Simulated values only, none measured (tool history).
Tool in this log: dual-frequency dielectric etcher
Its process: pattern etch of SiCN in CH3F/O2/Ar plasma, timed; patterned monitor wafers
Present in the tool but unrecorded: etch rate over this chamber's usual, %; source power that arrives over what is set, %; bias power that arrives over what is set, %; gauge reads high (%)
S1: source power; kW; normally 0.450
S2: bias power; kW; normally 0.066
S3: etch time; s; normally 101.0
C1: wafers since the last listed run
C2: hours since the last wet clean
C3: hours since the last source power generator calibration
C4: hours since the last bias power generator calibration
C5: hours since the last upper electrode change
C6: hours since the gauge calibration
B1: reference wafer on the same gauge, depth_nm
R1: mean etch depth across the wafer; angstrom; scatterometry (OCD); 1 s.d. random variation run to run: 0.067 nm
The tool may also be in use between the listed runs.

Run 1, hour 0.0: usual settings; C1 0; C2 111.1; C3 2903.7; C4 3045.1; C5 96.7; C6 1226.1; B1 38.70. Result: R1 410.1 angstrom.
Run 2, hour 14.2: usual settings; C1 105; C2 125.3; C3 2917.9; C4 3059.3; C5 110.9; C6 1240.3; B1 38.68. Result: R1 409.5 angstrom.
Run 3, hour 26.5: usual settings; C1 91; C2 137.6; C3 2930.2; C4 3071.6; C5 123.2; C6 1252.6; B1 38.70. Result: R1 409.3 angstrom.
At hour 27.3: gauge calibrated.
Run 4, hour 40.6: usual settings; C1 104; C2 151.7; C3 2944.3; C4 3085.7; C5 137.3; C6 13.3; B1 38.70. Result: R1 409.5 angstrom.
Run 5, hour 63.2: usual settings; C1 168; C2 174.3; C3 2966.9; C4 3108.3; C5 159.9; C6 35.9; B1 38.70. Result: R1 411.0 angstrom.
Run 6, hour 82.0: usual settings but S1 0.480 kW, S2 0.051 kW, S3 126.5 s; C1 139; C2 193.1; C3 2985.7; C4 3127.1; C5 178.7; C6 54.7; B1 38.70. Result: R1 497.5 angstrom.
Run 7, hour 111.7: usual settings but S3 123.5 s; C1 221; C2 222.8; C3 3015.4; C4 3156.8; C5 208.4; C6 84.4; B1 38.70. Result: R1 500.9 angstrom.
Run 8, hour 125.9: usual settings; C1 105; C2 237.0; C3 3029.6; C4 3171.0; C5 222.6; C6 98.6; B1 38.69. Result: R1 410.6 angstrom.
At hour 140.9: bias power generator calibrated.
Run 9, hour 160.5: usual settings but S2 0.055 kW; C1 227; C2 271.6; C3 3064.2; C4 19.6; C5 257.2; C6 133.2; B1 38.68. Result: R1 394.7 angstrom.
Run 10, hour 176.9: usual settings; C1 122; C2 288.0; C3 3080.6; C4 36.0; C5 273.6; C6 149.6; B1 38.70. Result: R1 411.5 angstrom.
Run 11, hour 211.0: usual settings but S3 118.5 s; C1 253; C2 322.1; C3 3114.7; C4 70.1; C5 307.7; C6 183.7; B1 38.71. Result: R1 483.6 angstrom.
Run 12, hour 246.8: usual settings but S1 0.360 kW, S2 0.050 kW; C1 266; C2 357.9; C3 3150.5; C4 105.9; C5 343.5; C6 219.5; B1 38.72. Result: R1 352.4 angstrom.
At hour 287.1: wet clean of the chamber.
Run 13, hour 287.6: usual settings; C1 125; C2 0.5; C3 3191.3; C4 146.7; C5 384.3; C6 260.3; B1 38.69. Result: R1 406.8 angstrom.
Run 14, hour 292.6: usual settings but S3 71.0 s; C1 37; C2 5.5; C3 3196.3; C4 151.7; C5 389.3; C6 265.3; B1 38.70. Result: R1 287.4 angstrom.
Run 15, hour 322.2: usual settings but S1 0.420 kW, S3 111.0 s; C1 220; C2 35.1; C3 3225.9; C4 181.3; C5 418.9; C6 294.9; B1 38.70. Result: R1 435.8 angstrom.
Run 16, hour 349.7: usual settings but S1 0.420 kW, S2 0.075 kW, S3 119.0 s; C1 204; C2 62.6; C3 3253.4; C4 208.8; C5 446.4; C6 322.4; B1 38.70. Result: R1 482.2 angstrom.
Run 17, hour 380.3: usual settings but S3 110.0 s; C1 227; C2 93.2; C3 3284.0; C4 239.4; C5 477.0; C6 353.0; B1 38.70. Result: R1 447.2 angstrom.
Run 18, hour 439.0: usual settings but S1 0.520 kW, S2 0.070 kW, S3 85.0 s; C1 436; C2 151.9; C3 3342.7; C4 298.1; C5 535.7; C6 411.7; B1 38.71. Result: R1 371.6 angstrom.
Run 19, hour 451.7: usual settings but S2 0.074 kW, S3 114.0 s; C1 94; C2 164.6; C3 3355.4; C4 310.8; C5 548.4; C6 424.4; B1 38.70. Result: R1 475.4 angstrom.
At hour 460.6: source power generator calibrated.
Run 20, hour 479.5: usual settings but S1 0.500 kW, S2 0.057 kW, S3 85.5 s; C1 177; C2 192.4; C3 18.9; C4 338.6; C5 576.2; C6 452.2; B1 38.70. Result: R1 345.5 angstrom.
Run 21, hour 512.1: usual settings but S2 0.077 kW; C1 242; C2 225.0; C3 51.5; C4 371.2; C5 608.8; C6 484.8; B1 38.71. Result: R1 418.3 angstrom.
Run 22, hour 599.4: usual settings but S1 0.480 kW, S3 110.0 s; C1 649; C2 312.3; C3 138.8; C4 458.5; C5 696.1; C6 572.1; B1 38.70. Result: R1 454.9 angstrom.
Run 23, hour 621.7: usual settings but S1 0.410 kW, S2 0.077 kW; C1 165; C2 334.6; C3 161.1; C4 480.8; C5 718.4; C6 594.4; B1 38.69. Result: R1 405.3 angstrom.
Run 24, hour 645.1: usual settings but S1 0.390 kW, S2 0.077 kW, S3 73.5 s; C1 174; C2 358.0; C3 184.5; C4 504.2; C5 741.8; C6 617.8; B1 38.68. Result: R1 289.4 angstrom.
At hour 670.6: wet clean of the chamber.
Run 25, hour 671.1: usual settings but S1 0.410 kW, S2 0.055 kW, S3 126.5 s; C1 14; C2 0.5; C3 210.5; C4 530.2; C5 767.8; C6 643.8; B1 38.71. Result: R1 465.1 angstrom.
Run 26, hour 691.3: usual settings but S1 0.540 kW, S2 0.078 kW, S3 86.5 s; C1 150; C2 20.7; C3 230.7; C4 550.4; C5 788.0; C6 664.0; B1 38.70. Result: R1 389.2 angstrom.
Run 27, hour 708.3: usual settings but S1 0.530 kW, S2 0.073 kW, S3 79.5 s; C1 126; C2 37.7; C3 247.7; C4 567.4; C5 805.0; C6 681.0; B1 38.70. Result: R1 349.4 angstrom.
Run 28, hour 724.6: usual settings but S1 0.410 kW; C1 121; C2 54.0; C3 264.0; C4 583.7; C5 821.3; C6 697.3; B1 38.71. Result: R1 388.4 angstrom.
Run 29, hour 741.1: usual settings but S1 0.490 kW, S3 109.0 s; C1 122; C2 70.5; C3 280.5; C4 600.2; C5 837.8; C6 713.8; B1 38.71. Result: R1 453.1 angstrom.

Alternative continuations, all from the tool just after run 29; predict every row:
Run A, hour 741.5: usual settings; C1 2; C2 70.9; C3 280.9; C4 600.6; C5 838.2; C6 714.2; B1 ?. Result: R1 ?.
Run B, hour 741.5: usual settings but S1 0.370 kW, S2 0.060 kW, S3 114.0 s; C1 2; C2 70.9; C3 280.9; C4 600.6; C5 838.2; C6 714.2; B1 ?. Result: R1 ?.
Run C, hour 741.5: usual settings but S1 0.510 kW, S2 0.054 kW; C1 2; C2 70.9; C3 280.9; C4 600.6; C5 838.2; C6 714.2; B1 ?. Result: R1 ?.
Run D, hour 741.5: usual settings but S1 0.370 kW, S2 0.061 kW; C1 2; C2 70.9; C3 280.9; C4 600.6; C5 838.2; C6 714.2; B1 ?. Result: R1 ?.
Run E, hour 741.5: usual settings but S1 0.490 kW, S2 0.079 kW; C1 2; C2 70.9; C3 280.9; C4 600.6; C5 838.2; C6 714.2; B1 ?. Result: R1 ?.

run     B1     R1
  A  38.71  404.2
  B  38.71  410.4
  C  38.71  407.0
  D  38.71  365.0
  E  38.71  438.1
What these runs would have given with no unlogged condition in the tool:
run     R1
  A  400.4
  B  406.6
  C  403.2
  D  361.6
  E  434.0

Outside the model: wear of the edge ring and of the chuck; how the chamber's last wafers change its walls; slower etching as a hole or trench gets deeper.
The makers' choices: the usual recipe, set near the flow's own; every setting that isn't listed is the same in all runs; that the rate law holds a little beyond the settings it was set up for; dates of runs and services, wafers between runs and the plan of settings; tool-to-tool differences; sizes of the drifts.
